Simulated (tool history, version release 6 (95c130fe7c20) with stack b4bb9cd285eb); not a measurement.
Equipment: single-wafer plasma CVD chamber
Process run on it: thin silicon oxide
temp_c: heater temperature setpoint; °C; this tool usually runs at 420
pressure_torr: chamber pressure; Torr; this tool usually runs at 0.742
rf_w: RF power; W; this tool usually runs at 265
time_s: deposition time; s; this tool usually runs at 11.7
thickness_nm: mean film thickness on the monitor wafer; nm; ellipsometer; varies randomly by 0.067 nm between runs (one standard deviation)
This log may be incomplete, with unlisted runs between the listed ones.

| run | day | temp_c | pressure_torr | rf_w | time_s | read-back reference wafer on the same gauge, thickness_nm | thickness_nm |
|---|---|---|---|---|---|---|---|
| 1 | 0 | 420 | 0.742 | 265 | 11.7 | 20.986 | 19.711 |
|  | 0.833 | showerhead replaced |
| 2 | 1.138 | 420 | 0.742 | 265 | 11.7 | 20.988 | 19.739 |
|  | 2.692 | capacitance manometer re-zeroed and calibrated, repeated, since the last time left the tool worse |
| 3 | 2.712 | 420 | 0.742 | 265 | 11.7 | 20.998 | 18.506 |
| 4 | 4.183 | 420 | 0.742 | 265 | 11.7 | 21.024 | 18.477 |
| 5 | 6.488 | 428 | 0.817 | 280 | 13.5 | 20.999 | 23.842 |
| 6 | 9.375 | 420 | 0.742 | 265 | 11.7 | 20.994 | 18.553 |
|  | 10.025 | RF generator calibrated |
| 7 | 11.929 | 420 | 0.889 | 230 | 11.7 | 21.004 | 20.119 |
| 8 | 13.512 | 425 | 0.742 | 240 | 13.4 | 20.986 | 20.105 |
| 9 | 15.158 | 412 | 0.742 | 265 | 13.4 | 21.002 | 21.168 |
| 10 | 17.162 | 431 | 0.742 | 315 | 9.4 | 20.973 | 16.067 |
| 11 | 18.529 | 420 | 0.742 | 235 | 11.7 | 20.974 | 17.375 |
| 12 | 19.654 | 420 | 0.742 | 265 | 11.7 | 21.009 | 18.552 |
| 13 | 22.262 | 420 | 0.742 | 265 | 11.7 | 20.997 | 18.472 |
| 14 | 24.2 | 420 | 0.564 | 230 | 11.7 | 20.986 | 12.93 |
| 15 | 26.696 | 420 | 0.742 | 265 | 11.7 | 21.011 | 18.493 |
| 16 | 29.167 | 420 | 0.742 | 265 | 11.7 | 21.005 | 18.491 |
| 17 | 30.321 | 431 | 0.742 | 250 | 9.7 | 21.003 | 14.86 |
| 18 | 32.158 | 420 | 0.742 | 265 | 11.7 | 20.979 | 18.527 |
| 19 | 34.592 | 407 | 0.742 | 250 | 13.1 | 21.016 | 20.234 |
| 20 | 37.392 | 420 | 0.671 | 290 | 11.7 | 20.992 | 17.524 |
| 21 | 39.962 | 420 | 0.891 | 305 | 12.5 | 20.991 | 25.126 |
| 22 | 41.742 | 420 | 0.742 | 265 | 11.7 | 20.995 | 18.603 |
| 23 | 44.042 | 420 | 0.742 | 265 | 11.7 | 20.995 | 18.741 |
| 24 | 46.15 | 420 | 0.742 | 265 | 11.7 | 21.006 | 18.589 |
| 25 | 48.721 | 420 | 0.742 | 265 | 13.9 | 21.016 | 22.219 |
| 26 | 50.942 | 420 | 0.742 | 265 | 11.7 | 20.987 | 18.727 |
| 27 | 52.421 | 414 | 0.593 | 265 | 10.7 | 21.033 | 13.504 |
| 28 | 54.029 | 407 | 0.834 | 310 | 12.8 | 21.008 | 24.794 |

The tool's hidden state at each run:
wafer temperature above the value expected at the setpoint (K): 0 in every run
delivered RF power above the setpoint (%): 0 in every run
gauge reads high (%): 0 in every run
H1: true pressure above the setpoint (%)
| run | H1 |
|---|---|
| 1 | 6.76 |
| 2 | 6.77 |
| 3 | -0.0134 |
| 4 | -0.0127 |
| 5 | -0.00891 |
| 6 | 0.000447 |
| 7 | 0.013 |
| 8 | 0.0228 |
| 9 | 0.0347 |
| 10 | 0.0514 |
| 11 | 0.0642 |
| 12 | 0.0756 |
| 13 | 0.105 |
| 14 | 0.13 |
| 15 | 0.165 |
| 16 | 0.203 |
| 17 | 0.223 |
| 18 | 0.255 |
| 19 | 0.301 |
| 20 | 0.359 |
| 21 | 0.416 |
| 22 | 0.458 |
| 23 | 0.515 |
| 24 | 0.571 |
| 25 | 0.642 |
| 26 | 0.706 |
| 27 | 0.751 |
| 28 | 0.802 |

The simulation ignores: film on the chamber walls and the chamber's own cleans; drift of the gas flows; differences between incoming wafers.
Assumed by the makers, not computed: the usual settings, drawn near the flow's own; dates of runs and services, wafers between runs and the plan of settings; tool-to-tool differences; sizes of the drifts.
